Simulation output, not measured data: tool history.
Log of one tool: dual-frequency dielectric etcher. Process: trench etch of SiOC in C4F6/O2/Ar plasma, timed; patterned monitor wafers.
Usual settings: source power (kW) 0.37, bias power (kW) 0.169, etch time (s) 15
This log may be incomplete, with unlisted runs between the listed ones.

| run | day | source power (kW) | bias power (kW) | etch time (s) | read-back reference wafer on the same gauge, depth_nm | mean etch depth across the wafer (nm) |
|---|---|---|---|---|---|---|
| 1 | 0 | 0.3 | 0.169 | 18 | 27.6 | 34.84 |
| 2 | 1.079 | 0.3 | 0.169 | 18 | 27.6 | 34.83 |
| 3 | 2.225 | 0.34 | 0.169 | 15 | 27.59 | 29.63 |
| 4 | 2.867 | 0.37 | 0.169 | 15 | 27.62 | 30.14 |
| 5 | 3.592 | 0.37 | 0.169 | 15 | 27.6 | 30.16 |
|  | 4.217 | gauge calibrated |
|  | 7.221 | bias power generator calibrated |
| 6 | 7.992 | 0.37 | 0.169 | 15 | 27.59 | 30.09 |
| 7 | 8.671 | 0.37 | 0.169 | 15 | 27.59 | 30.11 |
| 8 | 9.367 | 0.37 | 0.169 | 15 | 27.6 | 30.08 |
|  | 9.75 | source power generator calibrated |
| 9 | 13.521 | 0.37 | 0.169 | 15 | 27.61 | 29.95 |
|  | 15.271 | upper electrode replaced |
|  | 16.079 | wet clean of the chamber |
| 10 | 16.1 | 0.3 | 0.169 | 15 | 27.59 | 28.94 |
| 11 | 16.117 | 0.33 | 0.2 | 17.5 | 27.6 | 36.68 |
| 12 | 16.246 | 0.37 | 0.169 | 15 | 27.6 | 30.33 |
| 13 | 17.212 | 0.44 | 0.19 | 15 | 27.6 | 32.88 |
| 14 | 17.862 | 0.44 | 0.169 | 15 | 27.6 | 31.41 |
| 15 | 19.029 | 0.39 | 0.134 | 15 | 27.6 | 28.17 |
| 16 | 20.604 | 0.37 | 0.143 | 15 | 27.61 | 28.5 |
| 17 | 21.504 | 0.37 | 0.143 | 15 | 27.61 | 28.43 |
| 18 | 22.538 | 0.37 | 0.169 | 15 | 27.6 | 30.21 |
| 19 | 23.571 | 0.3 | 0.169 | 19 | 27.6 | 36.68 |
| 20 | 24.729 | 0.37 | 0.169 | 15 | 27.61 | 30.11 |
| 21 | 25.542 | 0.37 | 0.169 | 15 | 27.6 | 30.19 |
| 22 | 26.271 | 0.41 | 0.169 | 16.5 | 27.6 | 33.95 |
| 23 | 27.638 | 0.33 | 0.138 | 15 | 27.61 | 27.28 |
| 24 | 28.871 | 0.37 | 0.202 | 13 | 27.61 | 27.88 |
| 25 | 29.504 | 0.39 | 0.134 | 15 | 27.59 | 28.02 |
| 26 | 30.012 | 0.34 | 0.204 | 17.5 | 27.59 | 36.94 |
| 27 | 30.929 | 0.37 | 0.169 | 16.5 | 27.6 | 33.06 |
| 28 | 32.362 | 0.33 | 0.19 | 18.5 | 27.6 | 37.8 |
| 29 | 33.262 | 0.37 | 0.169 | 15 | 27.58 | 30.02 |
| 30 | 34.725 | 0.37 | 0.169 | 15 | 27.61 | 30.06 |
| 31 | 35.446 | 0.37 | 0.169 | 15 | 27.61 | 29.99 |

Pick out some run-to-run changes in mean etch depth across the wafer (nm). Of each, how much would a tool without hidden state show as well, from the settings, what came in and chance, and how much is left for the hidden state and any gauge scatter not in both results compared?
Hidden state present: etch rate over this chamber's usual, %; source power that arrives over what is set, %; bias power that arrives over what is set, %; gauge reads high (%).
Run 5 -> 6: gauge calibrated, bias power generator calibrated. mean etch depth across the wafer (nm) -0.07: hidden state -0.06, all else -0.01.
Run 9 -> 10: source power (kW) 0.37 -> 0.3, upper electrode replaced, wet clean of the chamber. mean etch depth across the wafer (nm) -1.01: hidden state +0.26, all else -1.27.
Run 10 -> 11: source power (kW) 0.3 -> 0.33, bias power (kW) 0.169 -> 0.2, etch time (s) 15 -> 17.5. mean etch depth across the wafer (nm) +7.74: hidden state +0, all else +7.74.
Run 25 -> 26: source power (kW) 0.39 -> 0.34, bias power (kW) 0.134 -> 0.204, etch time (s) 15 -> 17.5. mean etch depth across the wafer (nm) +8.92: hidden state -0.07, all else +8.99.
Run 28 -> 29: source power (kW) 0.33 -> 0.37, bias power (kW) 0.19 -> 0.169, etch time (s) 18.5 -> 15. mean etch depth across the wafer (nm) -7.78: hidden state +0.05, all else -7.83.
